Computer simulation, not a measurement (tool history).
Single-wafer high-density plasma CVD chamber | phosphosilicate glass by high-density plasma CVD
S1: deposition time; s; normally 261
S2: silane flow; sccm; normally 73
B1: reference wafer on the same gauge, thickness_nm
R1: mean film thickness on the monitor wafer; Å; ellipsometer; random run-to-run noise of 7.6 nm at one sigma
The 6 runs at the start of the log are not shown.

Run 7, hour 434.0: usual settings but S2 77 sccm; B1 1608.607. Result: R1 17894.18 Å.
Run 8, hour 511.4: usual settings but S2 77 sccm; B1 1610.368. Result: R1 17823.45 Å.
Run 9, hour 557.2: usual settings; B1 1610.775. Result: R1 16958.35 Å.
Run 10, hour 649.8: usual settings; B1 1610.978. Result: R1 16949.76 Å.
Run 11, hour 705.3: usual settings but S1 224 s, S2 82 sccm; B1 1606.809. Result: R1 16248.24 Å.
Run 12, hour 781.3: usual settings but S1 224 s, S2 82 sccm; B1 1610.336. Result: R1 16161.47 Å.
Run 13, hour 839.7: usual settings but S1 224 s, S2 82 sccm; B1 1607.003. Result: R1 16250.78 Å.
Run 14, hour 885.5: usual settings; B1 1606.178. Result: R1 16856.80 Å.
Run 15, hour 960.6: usual settings; B1 1609.597. Result: R1 16955.38 Å.
Run 16, hour 1017.6: usual settings; B1 1613.995. Result: R1 16883.77 Å.
Run 17, hour 1090.4: usual settings but S2 80 sccm; B1 1611.648. Result: R1 18305.15 Å.
Run 18, hour 1186.5: usual settings but S1 313 s, S2 78 sccm; B1 1611.693. Result: R1 21501.86 Å.
Run 19, hour 1270.4: usual settings; B1 1607.047. Result: R1 16854.36 Å.
At hour 1313.0: silane flow controller replaced.
Run 20, hour 1349.8: usual settings but S1 293 s, S2 86 sccm; B1 1609.466. Result: R1 24045.86 Å.
Run 21, hour 1412.1: usual settings but S1 276 s; B1 1609.433. Result: R1 19487.24 Å.
Run 22, hour 1448.2: usual settings but S2 66 sccm; B1 1609.784. Result: R1 16847.21 Å.
Run 23, hour 1499.4: usual settings but S2 83 sccm; B1 1610.166. Result: R1 20612.99 Å.
Run 24, hour 1666.8: usual settings but S1 281 s, S2 66 sccm; B1 1608.179. Result: R1 18213.93 Å.
At hour 1670.9: gauge calibrated.
Run 25, hour 1758.3: usual settings but S1 241 s, S2 80 sccm; B1 1609.548. Result: R1 18609.89 Å.
Run 26, hour 1835.6: usual settings; B1 1609.020. Result: R1 18231.16 Å.
At hour 1891.1: silane flow controller replaced, repeated, since the last time left the tool worse.
Run 27, hour 1891.6: usual settings; B1 1612.453. Result: R1 17337.84 Å.
Run 28, hour 1975.3: usual settings but S1 294 s, S2 85 sccm; B1 1608.543. Result: R1 22337.33 Å.
Run 29, hour 2079.5: usual settings but S1 291 s, S2 61 sccm; B1 1610.016. Result: R1 16659.76 Å.
Run 30, hour 2143.7: usual settings but S1 305 s, S2 82 sccm; B1 1610.934. Result: R1 22510.85 Å.

Expected results for the next run?
Run 31, hour 2211.4: usual settings but S2 59 sccm; B1 ?. Result: R1 ?.

{"run 31": {"B1": 1608.965, "R1": 14502.75}}
Were there no unlogged condition in the tool, this run, its random variation unchanged, would have produced R1 14534.23 Å.

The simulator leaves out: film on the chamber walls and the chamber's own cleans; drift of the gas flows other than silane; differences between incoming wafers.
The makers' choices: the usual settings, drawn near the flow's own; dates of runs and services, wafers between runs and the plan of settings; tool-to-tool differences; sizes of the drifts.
